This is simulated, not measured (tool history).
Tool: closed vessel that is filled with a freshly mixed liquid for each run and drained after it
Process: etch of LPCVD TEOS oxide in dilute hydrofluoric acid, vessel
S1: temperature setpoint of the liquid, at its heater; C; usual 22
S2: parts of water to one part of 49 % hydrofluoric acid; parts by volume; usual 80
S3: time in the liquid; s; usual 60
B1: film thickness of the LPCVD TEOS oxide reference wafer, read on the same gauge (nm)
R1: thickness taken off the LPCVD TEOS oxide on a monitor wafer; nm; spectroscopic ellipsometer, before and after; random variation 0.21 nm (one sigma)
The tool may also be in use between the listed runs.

Run 1, hour 0: usual settings but S1 26 C; B1 70. Result: R1 41.25 nm.
Run 2, hour 18.9: usual settings but S1 20.5 C; B1 70.01. Result: R1 32.97 nm.
Run 3, hour 43.3: usual settings but S1 20.5 C; B1 69.99. Result: R1 32.71 nm.
Run 4, hour 75.1: usual settings but S2 55 parts by volume; B1 69.96. Result: R1 52.83 nm.
Run 5, hour 90: usual settings but S2 105 parts by volume, S3 45 s; B1 70.03. Result: R1 19.55 nm.
Run 6, hour 114.9: usual settings; B1 69.94. Result: R1 34.9 nm.
Run 7, hour 144.5: usual settings; B1 69.99. Result: R1 34.97 nm.
Run 8, hour 158.9: usual settings but S2 100 parts by volume; B1 69.97. Result: R1 27.38 nm.
Run 9, hour 174.1: usual settings but S2 100 parts by volume; B1 70.01. Result: R1 27.64 nm.
Run 10, hour 198.4: usual settings but S2 60 parts by volume; B1 69.99. Result: R1 47.99 nm.
Run 11, hour 233.3: usual settings; B1 70. Result: R1 35.23 nm.
Run 12, hour 266.6: usual settings but S1 25 C, S2 40 parts by volume, S3 85 s; B1 70.03. Result: R1 118.97 nm.
Run 13, hour 279.6: usual settings; B1 70.01. Result: R1 35.16 nm.
Run 14, hour 297.2: usual settings but S1 24.5 C, S2 60 parts by volume, S3 70 s; B1 70.05. Result: R1 62.07 nm.
Run 15, hour 321.2: usual settings but S3 35 s; B1 70.02. Result: R1 20.73 nm.
Run 16, hour 342.8: usual settings but S1 23.5 C, S2 55 parts by volume; B1 70. Result: R1 56.76 nm.
Run 17, hour 377.5: usual settings but S2 60 parts by volume, S3 95 s; B1 70.03. Result: R1 76.3 nm.
Run 18, hour 391.4: usual settings but S1 17.5 C, S2 50 parts by volume, S3 35 s; B1 70.04. Result: R1 28.58 nm.
At hour 406.1: hydrofluoric acid flow meter replaced.
Run 19, hour 421.8: usual settings; B1 70. Result: R1 35.58 nm.
Run 20, hour 450.2: usual settings; B1 69.99. Result: R1 35.74 nm.
Run 21, hour 475.6: usual settings but S1 19 C, S2 70 parts by volume, S3 75 s; B1 70.01. Result: R1 45.83 nm.
At hour 491.6: gauge calibrated.
Run 22, hour 509.1: usual settings but S1 20 C; B1 70.02. Result: R1 32.36 nm.
Run 23, hour 535.5: usual settings but S1 23.5 C, S2 105 parts by volume, S3 35 s; B1 69.99. Result: R1 16.39 nm.
Run 24, hour 551.2: usual settings but S1 25 C, S2 95 parts by volume, S3 45 s; B1 70.03. Result: R1 24.95 nm.
Run 25, hour 574.9: usual settings; B1 70. Result: R1 36.11 nm.
Run 26, hour 607.3: usual settings; B1 69.97. Result: R1 35.87 nm.
Run 27, hour 634.8: usual settings; B1 70.03. Result: R1 35.86 nm.
At hour 654: thermometer replaced.
Run 28, hour 665.7: usual settings but S1 18.5 C, S3 30 s; B1 70.03. Result: R1 15.13 nm.
Run 29, hour 688.2: usual settings; B1 70.02. Result: R1 35.45 nm.
Run 30, hour 711.6: usual settings; B1 70.02. Result: R1 34.73 nm.
Run 31, hour 736: usual settings but S1 24 C, S2 70 parts by volume, S3 75 s; B1 70.04. Result: R1 55.67 nm.
Run 32, hour 769.2: usual settings but S1 18.5 C, S3 85 s; B1 70. Result: R1 43.09 nm.
Run 33, hour 791.8: usual settings but S2 105 parts by volume, S3 40 s; B1 70.06. Result: R1 17.35 nm.

Some steps in R1 between neighbouring runs. How much of each would the tool show without its hidden state too (settings, what came in, random variation), and how much is left for the hidden state, with any gauge scatter that isn't in both results?
The hidden state here: liquid hotter than its thermometer reads (K); hydrofluoric acid flow below the setpoint (%); gauge reads high (%).
Run 11 -> 12: S1 22 -> 25, S2 80 -> 40, S3 60 -> 85. R1 +83.74 nm: hidden state +1.25, all else +82.49.
Run 12 -> 13: S1 25 -> 22, S2 40 -> 80, S3 85 -> 60. R1 -83.81 nm: hidden state -1.19, all else -82.62.
Run 17 -> 18: S1 22 -> 17.5, S2 60 -> 50, S3 95 -> 35. R1 -47.72 nm: hidden state -0.91, all else -46.81.
Run 27 -> 28: S1 22 -> 18.5, S3 60 -> 30, thermometer replaced. R1 -20.73 nm: hidden state -0.99, all else -19.74.
